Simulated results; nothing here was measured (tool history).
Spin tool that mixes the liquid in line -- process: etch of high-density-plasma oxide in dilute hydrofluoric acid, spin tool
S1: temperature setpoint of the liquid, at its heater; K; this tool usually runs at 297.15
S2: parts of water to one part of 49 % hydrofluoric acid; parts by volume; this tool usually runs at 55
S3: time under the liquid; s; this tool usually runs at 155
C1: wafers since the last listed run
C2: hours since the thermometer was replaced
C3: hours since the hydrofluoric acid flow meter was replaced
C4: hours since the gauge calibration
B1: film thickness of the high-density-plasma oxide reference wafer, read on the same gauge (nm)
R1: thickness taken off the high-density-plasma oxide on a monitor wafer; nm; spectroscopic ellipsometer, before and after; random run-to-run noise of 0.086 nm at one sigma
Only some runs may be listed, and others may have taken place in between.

{"run": 1, "day": 0.0, "S1": 297.15, "S2": 55, "S3": 155, "C1": 0, "C2": 252.9, "C3": 330, "C4": 661.4, "B1": 60, "R1": 22.37}
{"run": 2, "day": 3.425, "S1": 297.15, "S2": 55, "S3": 155, "C1": 596, "C2": 335.1, "C3": 412.2, "C4": 743.6, "B1": 59.99, "R1": 22.94}
{"run": 3, "day": 6.308, "S1": 297.15, "S2": 55, "S3": 155, "C1": 502, "C2": 404.3, "C3": 481.4, "C4": 812.8, "B1": 59.99, "R1": 22.85}
{"run": 4, "day": 9.142, "S1": 297.15, "S2": 55, "S3": 155, "C1": 493, "C2": 472.3, "C3": 549.4, "C4": 880.8, "B1": 60.01, "R1": 23.07}
{"run": 5, "day": 12.529, "S1": 297.15, "S2": 55, "S3": 155, "C1": 589, "C2": 553.6, "C3": 630.7, "C4": 962.1, "B1": 59.97, "R1": 23.18}
{"run": 6, "day": 15.829, "S1": 297.15, "S2": 55, "S3": 155, "C1": 574, "C2": 632.8, "C3": 709.9, "C4": 1041.3, "B1": 60.01, "R1": 23.34}
{"day": 16.433, "done": "thermometer replaced"}
{"day": 18.533, "done": "gauge calibrated"}
{"run": 7, "day": 18.879, "S1": 297.15, "S2": 55, "S3": 155, "C1": 523, "C2": 58.7, "C3": 783.1, "C4": 8.3, "B1": 60.02, "R1": 22.63}
{"run": 8, "day": 20.442, "S1": 298.65, "S2": 55, "S3": 155, "C1": 272, "C2": 96.2, "C3": 820.6, "C4": 45.8, "B1": 60, "R1": 24.01}
{"run": 9, "day": 22.508, "S1": 298.65, "S2": 55, "S3": 155, "C1": 359, "C2": 145.8, "C3": 870.2, "C4": 95.4, "B1": 59.99, "R1": 24.11}
{"day": 24.475, "done": "hydrofluoric acid flow meter replaced"}
{"run": 10, "day": 24.971, "S1": 298.65, "S2": 55, "S3": 155, "C1": 421, "C2": 204.9, "C3": 11.9, "C4": 154.5, "B1": 60, "R1": 23.77}
{"run": 11, "day": 28.488, "S1": 297.15, "S2": 55, "S3": 155, "C1": 612, "C2": 289.3, "C3": 96.3, "C4": 238.9, "B1": 60.01, "R1": 22.58}
{"run": 12, "day": 31.967, "S1": 297.15, "S2": 55, "S3": 155, "C1": 605, "C2": 372.8, "C3": 179.8, "C4": 322.4, "B1": 60.01, "R1": 22.65}
{"run": 13, "day": 33.833, "S1": 294.65, "S2": 75, "S3": 155, "C1": 325, "C2": 417.6, "C3": 224.6, "C4": 367.2, "B1": 59.99, "R1": 14.69}
{"run": 14, "day": 37.267, "S1": 297.15, "S2": 30, "S3": 155, "C1": 597, "C2": 500, "C3": 307, "C4": 449.6, "B1": 60.02, "R1": 43.53}
{"day": 39.95, "done": "thermometer replaced"}
{"run": 15, "day": 41.592, "S1": 297.15, "S2": 40, "S3": 215, "C1": 745, "C2": 39.4, "C3": 410.8, "C4": 553.4, "B1": 60.02, "R1": 43.05}
{"run": 16, "day": 46.075, "S1": 297.15, "S2": 55, "S3": 155, "C1": 780, "C2": 147, "C3": 518.4, "C4": 661, "B1": 59.96, "R1": 22.48}
{"run": 17, "day": 48.458, "S1": 299.65, "S2": 55, "S3": 80, "C1": 415, "C2": 204.2, "C3": 575.6, "C4": 718.2, "B1": 60.01, "R1": 12.82}
{"run": 18, "day": 51.754, "S1": 292.15, "S2": 85, "S3": 235, "C1": 573, "C2": 283.3, "C3": 654.7, "C4": 797.3, "B1": 60.02, "R1": 17.59}
{"run": 19, "day": 53.458, "S1": 293.65, "S2": 55, "S3": 155, "C1": 296, "C2": 324.2, "C3": 695.6, "C4": 838.2, "B1": 59.99, "R1": 19.84}
{"run": 20, "day": 57.875, "S1": 293.65, "S2": 25, "S3": 65, "C1": 769, "C2": 430.2, "C3": 801.6, "C4": 944.2, "B1": 60.01, "R1": 19.1}
{"day": 63.071, "done": "thermometer replaced"}
{"day": 66.233, "done": "hydrofluoric acid flow meter replaced"}
{"run": 21, "day": 70.3, "S1": 297.15, "S2": 55, "S3": 80, "C1": 2149, "C2": 173.5, "C3": 97.6, "C4": 1242.4, "B1": 60, "R1": 11.56}
{"day": 70.312, "done": "gauge calibrated"}
{"run": 22, "day": 82.421, "S1": 299.65, "S2": 55, "S3": 80, "C1": 2110, "C2": 464.4, "C3": 388.5, "C4": 290.6, "B1": 60, "R1": 13.05}
{"run": 23, "day": 86.525, "S1": 292.65, "S2": 55, "S3": 230, "C1": 714, "C2": 562.9, "C3": 487, "C4": 389.1, "B1": 60, "R1": 28.44}
{"run": 24, "day": 89.983, "S1": 301.65, "S2": 55, "S3": 230, "C1": 602, "C2": 645.9, "C3": 570, "C4": 472.1, "B1": 60, "R1": 41.53}

Consider 5 possible next runs. They are alternatives, not a sequence: every one starts from the tool as it was left by run 24. What does each give?
{"run": "A", "day": 90.004, "S1": 297.15, "S2": 55, "S3": 155, "C1": 3, "C2": 646.4, "C3": 570.5, "C4": 472.6, "B1": "?", "R1": "?"}
{"run": "B", "day": 90.004, "S1": 299.65, "S2": 70, "S3": 235, "C1": 3, "C2": 646.4, "C3": 570.5, "C4": 472.6, "B1": "?", "R1": "?"}
{"run": "C", "day": 90.004, "S1": 301.65, "S2": 55, "S3": 80, "C1": 3, "C2": 646.4, "C3": 570.5, "C4": 472.6, "B1": "?", "R1": "?"}
{"run": "D", "day": 90.004, "S1": 297.15, "S2": 55, "S3": 120, "C1": 3, "C2": 646.4, "C3": 570.5, "C4": 472.6, "B1": "?", "R1": "?"}
{"run": "E", "day": 90.004, "S1": 297.15, "S2": 40, "S3": 115, "C1": 3, "C2": 646.4, "C3": 570.5, "C4": 472.6, "B1": "?", "R1": "?"}

run=A B1=59.99 R1=23.3
run=B B1=59.99 R1=30.05
run=C B1=59.99 R1=14.39
run=D B1=59.99 R1=18.04
run=E B1=59.99 R1=24.26
With the hidden condition removed and each run's random variation left untouched, the same runs would have given:
run=A R1=21.84
run=B R1=28.2
run=C R1=13.51
run=D R1=16.91
run=E R1=22.73
